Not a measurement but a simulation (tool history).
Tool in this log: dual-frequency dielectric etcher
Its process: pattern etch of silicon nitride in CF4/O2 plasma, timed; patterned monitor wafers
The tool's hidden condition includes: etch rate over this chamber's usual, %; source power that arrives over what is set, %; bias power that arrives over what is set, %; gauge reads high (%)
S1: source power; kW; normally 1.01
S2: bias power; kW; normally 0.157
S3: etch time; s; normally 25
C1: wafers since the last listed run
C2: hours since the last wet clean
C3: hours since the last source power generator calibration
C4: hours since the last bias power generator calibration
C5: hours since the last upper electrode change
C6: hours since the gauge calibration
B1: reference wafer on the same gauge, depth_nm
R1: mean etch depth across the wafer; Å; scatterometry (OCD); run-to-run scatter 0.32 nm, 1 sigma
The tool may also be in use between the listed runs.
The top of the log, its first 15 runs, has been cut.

{"hour": 1150.0, "done": "wet clean of the chamber"}
{"run": 16, "hour": 1176.6, "S1": 1.01, "S2": 0.192, "S3": 25, "C1": 375, "C2": 26.6, "C3": 361.4, "C4": 523.5, "C5": 377.9, "C6": 1346.5, "B1": 98.4, "R1": 1065}
{"run": 17, "hour": 1254.7, "S1": 1.01, "S2": 0.157, "S3": 25, "C1": 929, "C2": 104.7, "C3": 439.5, "C4": 601.6, "C5": 456, "C6": 1424.6, "B1": 98.4, "R1": 1003}
{"run": 18, "hour": 1332.4, "S1": 1.2, "S2": 0.157, "S3": 27.5, "C1": 924, "C2": 182.4, "C3": 517.2, "C4": 679.3, "C5": 533.7, "C6": 1502.3, "B1": 98.4, "R1": 1312}
{"hour": 1342.0, "done": "source power generator calibrated, repeated, since the last time left the tool worse"}
{"run": 19, "hour": 1413.5, "S1": 0.86, "S2": 0.177, "S3": 20, "C1": 917, "C2": 263.5, "C3": 71.5, "C4": 760.4, "C5": 614.8, "C6": 1583.4, "B1": 98.4, "R1": 653}
{"hour": 1450.0, "done": "gauge calibrated"}
{"run": 20, "hour": 1505.6, "S1": 0.88, "S2": 0.146, "S3": 19.5, "C1": 1095, "C2": 355.6, "C3": 163.6, "C4": 852.5, "C5": 706.9, "C6": 55.6, "B1": 98.4, "R1": 615}
{"run": 21, "hour": 1570.0, "S1": 1.01, "S2": 0.157, "S3": 25, "C1": 766, "C2": 420, "C3": 228, "C4": 916.9, "C5": 771.3, "C6": 120, "B1": 98.4, "R1": 940}
{"run": 22, "hour": 1609.3, "S1": 1.01, "S2": 0.157, "S3": 25, "C1": 467, "C2": 459.3, "C3": 267.3, "C4": 956.2, "C5": 810.6, "C6": 159.3, "B1": 98.4, "R1": 936}
{"run": 23, "hour": 1678.5, "S1": 1.01, "S2": 0.157, "S3": 31, "C1": 823, "C2": 528.5, "C3": 336.5, "C4": 1025.4, "C5": 879.8, "C6": 228.5, "B1": 98.4, "R1": 1164}
{"hour": 1740.1, "done": "wet clean of the chamber"}
{"run": 24, "hour": 1740.6, "S1": 1.01, "S2": 0.169, "S3": 18, "C1": 453, "C2": 0.5, "C3": 398.6, "C4": 1087.5, "C5": 941.9, "C6": 290.6, "B1": 98.4, "R1": 690}
{"run": 25, "hour": 1801.6, "S1": 1.23, "S2": 0.157, "S3": 25, "C1": 725, "C2": 61.5, "C3": 459.6, "C4": 1148.5, "C5": 1002.9, "C6": 351.6, "B1": 98.4, "R1": 1157}
{"run": 26, "hour": 1874.0, "S1": 0.82, "S2": 0.169, "S3": 25, "C1": 861, "C2": 133.9, "C3": 532, "C4": 1220.9, "C5": 1075.3, "C6": 424, "B1": 98.5, "R1": 775}
{"run": 27, "hour": 1965.5, "S1": 1.17, "S2": 0.139, "S3": 18.5, "C1": 1088, "C2": 225.4, "C3": 623.5, "C4": 1312.4, "C5": 1166.8, "C6": 515.5, "B1": 98.3, "R1": 785}
{"run": 28, "hour": 2023.6, "S1": 1.08, "S2": 0.173, "S3": 20, "C1": 691, "C2": 283.5, "C3": 681.6, "C4": 1370.5, "C5": 1224.9, "C6": 573.6, "B1": 98.4, "R1": 841}
{"run": 29, "hour": 2112.0, "S1": 0.89, "S2": 0.132, "S3": 25, "C1": 1051, "C2": 371.9, "C3": 770, "C4": 1458.9, "C5": 1313.3, "C6": 662, "B1": 98.3, "R1": 785}
{"run": 30, "hour": 2170.6, "S1": 0.87, "S2": 0.124, "S3": 21.5, "C1": 697, "C2": 430.5, "C3": 828.6, "C4": 1517.5, "C5": 1371.9, "C6": 720.6, "B1": 98.4, "R1": 646}

Predict each of these 3 candidate next runs independently; none follows another, all start after run 30:
{"run": "A", "hour": 2171.0, "S1": 1.01, "S2": 0.157, "S3": 25, "C1": 4, "C2": 430.9, "C3": 829, "C4": 1517.9, "C5": 1372.3, "C6": 721, "B1": "?", "R1": "?"}
{"run": "B", "hour": 2171.0, "S1": 0.89, "S2": 0.124, "S3": 20, "C1": 4, "C2": 430.9, "C3": 829, "C4": 1517.9, "C5": 1372.3, "C6": 721, "B1": "?", "R1": "?"}
{"run": "C", "hour": 2171.0, "S1": 1.01, "S2": 0.139, "S3": 25, "C1": 4, "C2": 430.9, "C3": 829, "C4": 1517.9, "C5": 1372.3, "C6": 721, "B1": "?", "R1": "?"}

run=A B1=98.5 R1=945
run=B B1=98.5 R1=613
run=C B1=98.5 R1=909
Take away the tool's hidden state, keep each run's random variation, and the runs would have read:
run=A R1=934
run=B R1=606
run=C R1=899

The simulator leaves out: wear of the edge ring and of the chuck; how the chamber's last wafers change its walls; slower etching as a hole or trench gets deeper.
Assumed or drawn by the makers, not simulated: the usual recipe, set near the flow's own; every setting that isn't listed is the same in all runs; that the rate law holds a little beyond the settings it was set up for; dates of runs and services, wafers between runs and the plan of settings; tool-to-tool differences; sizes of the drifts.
